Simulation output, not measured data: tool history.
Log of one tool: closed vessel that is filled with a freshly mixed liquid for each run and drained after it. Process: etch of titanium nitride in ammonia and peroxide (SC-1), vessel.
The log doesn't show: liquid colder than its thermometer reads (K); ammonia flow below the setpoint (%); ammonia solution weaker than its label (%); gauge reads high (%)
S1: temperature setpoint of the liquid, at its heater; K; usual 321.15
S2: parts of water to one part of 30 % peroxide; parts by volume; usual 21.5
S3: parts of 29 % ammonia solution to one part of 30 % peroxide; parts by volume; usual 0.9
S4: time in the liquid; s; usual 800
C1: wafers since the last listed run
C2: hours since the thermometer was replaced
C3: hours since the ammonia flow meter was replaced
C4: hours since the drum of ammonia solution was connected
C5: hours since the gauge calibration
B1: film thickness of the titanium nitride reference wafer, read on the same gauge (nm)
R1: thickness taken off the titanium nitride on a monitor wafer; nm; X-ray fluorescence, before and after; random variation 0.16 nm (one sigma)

{"run": 1, "day": 0.0, "S1": 321.15, "S2": 21.5, "S3": 0.9, "S4": 800, "C1": 0, "C2": 1363.1, "C3": 1686.8, "C4": 63.2, "C5": 402.5, "B1": 119.98, "R1": 43.26}
{"run": 2, "day": 2.846, "S1": 321.15, "S2": 21.5, "S3": 0.9, "S4": 800, "C1": 5431, "C2": 1431.4, "C3": 1755.1, "C4": 131.5, "C5": 470.8, "B1": 120.01, "R1": 43.4}
{"run": 3, "day": 6.462, "S1": 321.15, "S2": 21.5, "S3": 0.9, "S4": 800, "C1": 6902, "C2": 1518.2, "C3": 1841.9, "C4": 218.3, "C5": 557.6, "B1": 120.04, "R1": 43.51}
{"run": 4, "day": 8.325, "S1": 321.15, "S2": 21.5, "S3": 0.9, "S4": 800, "C1": 3554, "C2": 1562.9, "C3": 1886.6, "C4": 263, "C5": 602.3, "B1": 120.02, "R1": 43.51}
{"run": 5, "day": 11.896, "S1": 321.15, "S2": 21.5, "S3": 0.9, "S4": 800, "C1": 6814, "C2": 1648.6, "C3": 1972.3, "C4": 348.7, "C5": 688, "B1": 120, "R1": 43.32}
{"run": 6, "day": 15.671, "S1": 321.15, "S2": 21.5, "S3": 0.9, "S4": 800, "C1": 7204, "C2": 1739.2, "C3": 2062.9, "C4": 439.3, "C5": 778.6, "B1": 119.96, "R1": 43.38}
{"day": 15.862, "done": "new drum of ammonia solution connected"}
{"run": 7, "day": 19.575, "S1": 321.15, "S2": 21.5, "S3": 0.9, "S4": 800, "C1": 7371, "C2": 1832.9, "C3": 2156.6, "C4": 89.1, "C5": 872.3, "B1": 120.02, "R1": 43.18}
{"run": 8, "day": 23.012, "S1": 321.15, "S2": 16, "S3": 0.9, "S4": 1015, "C1": 6560, "C2": 1915.4, "C3": 2239.1, "C4": 171.6, "C5": 954.8, "B1": 120.05, "R1": 64.2}
{"day": 25.342, "done": "thermometer replaced"}
{"day": 25.458, "done": "ammonia flow meter replaced"}
{"run": 9, "day": 26.725, "S1": 321.15, "S2": 16, "S3": 0.9, "S4": 1015, "C1": 6926, "C2": 33.2, "C3": 30.4, "C4": 260.7, "C5": 1043.9, "B1": 119.99, "R1": 66}
{"run": 10, "day": 30.821, "S1": 321.15, "S2": 16, "S3": 0.9, "S4": 1015, "C1": 7816, "C2": 131.5, "C3": 128.7, "C4": 359, "C5": 1142.2, "B1": 120.01, "R1": 65.52}
{"run": 11, "day": 32.329, "S1": 321.15, "S2": 21.5, "S3": 0.9, "S4": 800, "C1": 2878, "C2": 167.7, "C3": 164.9, "C4": 395.2, "C5": 1178.4, "B1": 119.98, "R1": 44.31}
{"day": 32.579, "done": "new drum of ammonia solution connected"}
{"run": 12, "day": 34.696, "S1": 321.15, "S2": 21.5, "S3": 0.9, "S4": 800, "C1": 4437, "C2": 224.5, "C3": 221.7, "C4": 50.8, "C5": 1235.2, "B1": 120, "R1": 44.08}
{"day": 39.208, "done": "gauge calibrated"}
{"run": 13, "day": 46.692, "S1": 321.15, "S2": 16, "S3": 0.9, "S4": 1015, "C1": 22893, "C2": 512.4, "C3": 509.6, "C4": 338.7, "C5": 179.6, "B1": 120.01, "R1": 65.47}
{"day": 49.533, "done": "new drum of ammonia solution connected"}
{"run": 14, "day": 50.946, "S1": 328.65, "S2": 21.5, "S3": 1.15, "S4": 460, "C1": 8039, "C2": 614.5, "C3": 611.7, "C4": 33.9, "C5": 281.7, "B1": 119.97, "R1": 43.91}
{"run": 15, "day": 54.875, "S1": 321.15, "S2": 21.5, "S3": 0.9, "S4": 800, "C1": 7498, "C2": 708.8, "C3": 706, "C4": 128.2, "C5": 376, "B1": 119.98, "R1": 43.96}
{"run": 16, "day": 58.542, "S1": 313.65, "S2": 21.5, "S3": 0.9, "S4": 430, "C1": 6997, "C2": 796.8, "C3": 794, "C4": 216.2, "C5": 464, "B1": 119.98, "R1": 13.65}
{"run": 17, "day": 60.146, "S1": 325.15, "S2": 24.5, "S3": 1.1, "S4": 1035, "C1": 3061, "C2": 835.3, "C3": 832.5, "C4": 254.7, "C5": 502.5, "B1": 120, "R1": 71.52}
{"run": 18, "day": 62.558, "S1": 321.15, "S2": 21.5, "S3": 0.75, "S4": 400, "C1": 4604, "C2": 893.2, "C3": 890.4, "C4": 312.6, "C5": 560.4, "B1": 120, "R1": 21.22}
{"run": 19, "day": 65.167, "S1": 321.15, "S2": 11, "S3": 0.9, "S4": 625, "C1": 4977, "C2": 955.8, "C3": 953, "C4": 375.2, "C5": 623, "B1": 119.98, "R1": 48.9}
{"day": 65.9, "done": "new drum of ammonia solution connected"}
{"run": 20, "day": 68.692, "S1": 326.65, "S2": 21.5, "S3": 0.9, "S4": 465, "C1": 6647, "C2": 1040.4, "C3": 1037.6, "C4": 67, "C5": 707.6, "B1": 119.97, "R1": 37.12}
{"run": 21, "day": 71.954, "S1": 321.15, "S2": 31.5, "S3": 0.9, "S4": 800, "C1": 6226, "C2": 1118.7, "C3": 1115.9, "C4": 145.3, "C5": 785.9, "B1": 119.96, "R1": 34.79}
{"run": 22, "day": 75.121, "S1": 321.15, "S2": 21.5, "S3": 1.05, "S4": 1015, "C1": 6043, "C2": 1194.7, "C3": 1191.9, "C4": 221.3, "C5": 861.9, "B1": 119.97, "R1": 56.46}
{"run": 23, "day": 77.512, "S1": 321.15, "S2": 21.5, "S3": 0.9, "S4": 800, "C1": 4564, "C2": 1252.1, "C3": 1249.3, "C4": 278.7, "C5": 919.3, "B1": 120.04, "R1": 43.45}

The next listed run, before its measurement:
{"run": 24, "day": 81.008, "S1": 325.65, "S2": 21.5, "S3": 1.1, "S4": 1045, "C1": 6671, "C2": 1336, "C3": 1333.2, "C4": 362.6, "C5": 1003.2, "B1": "?", "R1": "?"}

B1: 119.99
R1: 79.98 nm
Without the tool's hidden state the same run would have given R1 82.21 nm.
